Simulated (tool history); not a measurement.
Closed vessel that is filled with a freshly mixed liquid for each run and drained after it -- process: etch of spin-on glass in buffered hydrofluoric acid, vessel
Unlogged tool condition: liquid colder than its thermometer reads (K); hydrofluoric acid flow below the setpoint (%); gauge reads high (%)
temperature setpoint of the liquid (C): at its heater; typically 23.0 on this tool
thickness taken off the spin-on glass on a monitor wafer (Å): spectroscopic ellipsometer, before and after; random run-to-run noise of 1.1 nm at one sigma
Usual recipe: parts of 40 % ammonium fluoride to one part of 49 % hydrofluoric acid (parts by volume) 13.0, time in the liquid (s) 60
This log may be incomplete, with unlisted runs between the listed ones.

run    hour  temperature setpoint of the liquid (C)  parts of 40 % ammonium fluoride to one part of 49 % hydrofluoric acid (parts by volume)  time in the liquid (s)  wafers since the last listed run  hours since the thermometer was replaced  hours since the hydrofluoric acid flow meter was replaced  hours since the gauge calibration  read-back film thickness of the spin-on glass reference wafer, read on the same gauge (nm)  thickness taken off the spin-on glass on a monitor wafer (Å)
  1     0.0                                    23.0                                                                                     11.5                      60                                 0                                     574.0                                                      698.3                               85.5                                                                                       90.71                                                        1595.9
  2    42.0                                    23.0                                                                                     11.5                      60                              5400                                     616.0                                                      740.3                              127.5                                                                                       90.96                                                        1620.2
  3   100.8                                    23.0                                                                                     13.0                      60                              7560                                     674.8                                                      799.1                              186.3                                                                                       91.31                                                        1463.9
  4   159.7                                    23.0                                                                                     13.0                      60                              7573                                     733.7                                                      858.0                              245.2                                                                                       91.60                                                        1435.0
  5   214.8                                    24.5                                                                                     15.0                      60                              7084                                     788.8                                                      913.1                              300.3                                                                                       91.77                                                        1373.9
  6   255.0                                    23.0                                                                                     13.0                      60                              5168                                     829.0                                                      953.3                              340.5                                                                                       91.89                                                        1467.4
  7   285.4                                    23.0                                                                                     13.0                      60                              3908                                     859.4                                                      983.7                              370.9                                                                                       91.91                                                        1473.3
  8   312.1                                    23.0                                                                                     13.0                      60                              3433                                     886.1                                                     1010.4                              397.6                                                                                       91.99                                                        1463.1
  9   380.7                                    25.5                                                                                     13.0                      85                              8820                                     954.7                                                     1079.0                              466.2                                                                                       92.12                                                        2373.8
 10   421.9                                    25.5                                                                                     13.0                      85                              5297                                     995.9                                                     1120.2                              507.4                                                                                       92.11                                                        2365.1
      431.6  -- hydrofluoric acid flow meter replaced
 11   454.1                                    25.5                                                                                     13.0                      85                              4011                                    1028.1                                                       22.5                              539.6                                                                                       92.16                                                        2386.9
 12   497.3                                    23.0                                                                                     13.0                      60                              5554                                    1071.3                                                       65.7                              582.8                                                                                       92.22                                                        1479.0
 13   532.8                                    23.0                                                                                     13.0                      60                              4564                                    1106.8                                                      101.2                              618.3                                                                                       92.23                                                        1465.7
      556.3  -- thermometer replaced
 14   565.3                                    20.5                                                                                      9.5                      60                              4050                                       9.0                                                      133.7                              650.8                                                                                       92.21                                                        1709.1
      602.7  -- gauge calibrated
 15   617.6                                    23.0                                                                                     16.5                      60                              6724                                      61.3                                                      186.0                               14.9                                                                                       89.89                                                        1150.8
 16   642.4                                    18.0                                                                                     11.0                      95                              3188                                      86.1                                                      210.8                               39.7                                                                                       90.17                                                        2024.5
 17   687.0                                    19.5                                                                                     13.0                      60                              5734                                     130.7                                                      255.4                               84.3                                                                                       90.48                                                        1188.3
 18   729.1                                    23.0                                                                                     16.5                      35                              5413                                     172.8                                                      297.5                              126.4                                                                                       90.86                                                         671.5
 19   776.5                                    20.5                                                                                     15.5                      35                              6094                                     220.2                                                      344.9                              173.8                                                                                       91.09                                                         618.8
 20   808.6                                    27.0                                                                                     17.0                      80                              4127                                     252.3                                                      377.0                              205.9                                                                                       91.28                                                        1833.5
 21   839.1                                    23.0                                                                                     13.0                      60                              3921                                     282.8                                                      407.5                              236.4                                                                                       91.39                                                        1439.3
 22   872.3                                    21.0                                                                                     13.0                      60                              4268                                     316.0                                                      440.7                              269.6                                                                                       91.50                                                        1315.2
 23  1040.7                                    23.0                                                                                     13.0                      60                             21652                                     484.4                                                      609.1                              438.0                                                                                       91.90                                                        1464.5
 24  1081.7                                    23.0                                                                                     13.0                      45                              5271                                     525.4                                                      650.1                              479.0                                                                                       91.94                                                        1104.3
 25  1139.4                                    23.0                                                                                     13.0                      60                              7419                                     583.1                                                      707.8                              536.7                                                                                       92.05                                                        1448.9
 26  1199.3                                    25.0                                                                                     18.0                      60                              7701                                     643.0                                                      767.7                              596.6                                                                                       92.02                                                        1196.0

Hidden state, per run?
liquid colder than its thermometer reads (K): 0 across all the runs
hydrofluoric acid flow below the setpoint (%): 0 across all the runs
H1: gauge reads high (%)
run       H1
  1      0.8
  2     1.13
  3     1.49
  4     1.76
  5     1.96
  6     2.08
  7     2.15
  8     2.21
  9     2.32
 10     2.38
 11     2.42
 12     2.46
 13     2.49
 14     2.51
 15  -0.0963
 16     0.18
 17    0.604
 18    0.931
 19     1.23
 20      1.4
 21     1.54
 22     1.67
 23     2.09
 24     2.16
 25     2.23
 26     2.28

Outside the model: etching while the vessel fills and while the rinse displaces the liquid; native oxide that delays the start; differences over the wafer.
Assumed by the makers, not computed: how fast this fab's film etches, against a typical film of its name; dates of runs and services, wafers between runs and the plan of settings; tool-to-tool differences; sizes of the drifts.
